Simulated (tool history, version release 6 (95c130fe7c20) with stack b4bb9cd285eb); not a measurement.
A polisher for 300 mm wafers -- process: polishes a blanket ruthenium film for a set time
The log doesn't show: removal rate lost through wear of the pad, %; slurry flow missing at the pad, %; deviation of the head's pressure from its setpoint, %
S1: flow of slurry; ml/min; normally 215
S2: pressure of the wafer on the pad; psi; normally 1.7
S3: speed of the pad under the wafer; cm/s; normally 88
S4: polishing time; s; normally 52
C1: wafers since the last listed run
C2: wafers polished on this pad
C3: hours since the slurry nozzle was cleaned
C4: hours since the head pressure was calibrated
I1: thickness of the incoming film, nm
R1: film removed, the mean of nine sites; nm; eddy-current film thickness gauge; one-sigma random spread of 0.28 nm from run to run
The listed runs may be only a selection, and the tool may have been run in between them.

run,hour,S1,S2,S3,S4,C1,C2,C3,C4,I1,R1
1,0.0,215,1.3,88,52,0,915,541.7,378.5,489.5,29.7
2,81.2,215,1.7,88,52,742,1658,622.9,459.7,487.3,34.5
# hour 138.0: slurry nozzle cleaned
3,182.3,215,1.7,82,52,915,2574,44.3,560.8,484.6,34.1
4,263.0,195,1.7,88,52,738,3312,125.0,641.5,482.0,35.1
# hour 315.1: head pressure recalibrated
5,328.0,195,1.7,88,52,576,3888,190.0,12.9,471.7,35.4
6,374.6,215,2.1,70,52,426,4314,236.6,59.5,481.5,34.8
7,420.9,215,2.1,70,52,423,4738,282.9,105.8,476.8,35.2
8,466.2,215,1.7,88,52,414,5152,328.2,151.1,479.9,35.3
# hour 500.7: worn pad replaced by a new one
9,548.5,215,1.7,88,52,716,437,410.5,233.4,482.0,35.7
10,602.6,215,1.7,88,52,494,932,464.6,287.5,485.3,36.0
11,695.0,215,1.7,88,52,845,1777,557.0,379.9,476.5,35.4
# hour 718.5: slurry nozzle cleaned
12,765.6,215,1.7,88,52,636,2413,47.1,450.5,479.2,36.3
13,866.0,215,1.6,88,52,918,3332,147.5,550.9,483.7,34.6
14,961.0,215,1.7,114,52,868,4201,242.5,645.9,485.1,43.5
# hour 1042.2: head pressure recalibrated
15,1066.6,215,1.7,88,52,947,5148,348.1,24.4,481.0,35.4
# hour 1116.9: worn pad replaced by a new one
16,1120.9,215,2.2,104,45,460,36,402.4,78.7,488.1,41.5
17,1200.0,215,1.7,88,52,723,759,481.5,157.8,482.4,35.1
18,1283.2,215,1.7,88,52,760,1520,564.7,241.0,480.2,35.1
# hour 1299.5: slurry nozzle cleaned
19,1367.6,215,1.2,80,52,762,2283,68.1,325.4,481.1,27.5
20,1446.5,170,1.7,88,52,721,3005,147.0,404.3,483.6,35.2
21,1528.3,215,1.7,88,52,748,3753,228.8,486.1,480.6,35.4
22,1624.2,185,1.7,88,69,877,4630,324.7,582.0,483.5,46.1
23,1713.3,275,1.9,88,52,814,5445,413.8,671.1,478.8,38.9
# hour 1752.9: head pressure recalibrated
24,1792.2,215,1.7,68,52,703,6148,492.7,39.3,483.2,28.9
# hour 1826.8: worn pad replaced by a new one
25,1860.0,215,1.7,112,36,583,303,560.5,107.1,477.8,29.3
26,1898.2,215,1.7,88,52,349,653,598.7,145.3,481.8,34.4
27,1969.4,150,1.5,88,58,651,1304,669.9,216.5,473.8,34.4
28,2059.7,215,1.7,104,52,825,2130,760.2,306.8,482.7,39.4
# hour 2061.9: slurry nozzle cleaned
29,2164.7,255,1.7,64,52,951,3081,102.8,411.8,472.4,29.7
30,2233.6,215,1.7,88,52,630,3711,171.7,480.7,475.4,35.8
31,2281.3,215,1.7,88,52,436,4147,219.4,528.4,488.3,35.7
32,2325.0,260,1.2,76,59,399,4547,263.1,572.1,481.6,30.6
33,2364.6,215,1.7,88,52,362,4909,302.7,611.7,478.2,36.0
# hour 2371.5: head pressure recalibrated
34,2431.9,170,1.3,88,60,597,5507,370.0,60.4,475.2,33.9
# hour 2476.7: worn pad replaced by a new one
35,2510.5,215,1.7,72,52,682,309,448.6,139.0,471.1,30.5
36,2604.4,215,1.7,88,52,858,1168,542.5,232.9,469.3,35.1

5 options for the next run, each taken on its own from the tool as it stands now. Forecast them:
A,2604.8,215,1.7,88,52,3,1171,542.9,233.3,483.6,?
B,2604.8,170,1.7,88,37,3,1171,542.9,233.3,483.6,?
C,2604.8,215,2.1,88,67,3,1171,542.9,233.3,483.6,?
D,2604.8,265,1.5,88,52,3,1171,542.9,233.3,483.6,?
E,2604.8,215,1.7,88,47,3,1171,542.9,233.3,483.6,?

run,R1
A,35.1
B,24.3
C,51.7
D,33.2
E,31.7
Stripped of hidden state, with their random variation kept, the same runs would have yielded:
run,R1
A,36.4
B,25.4
C,53.6
D,34.3
E,32.9
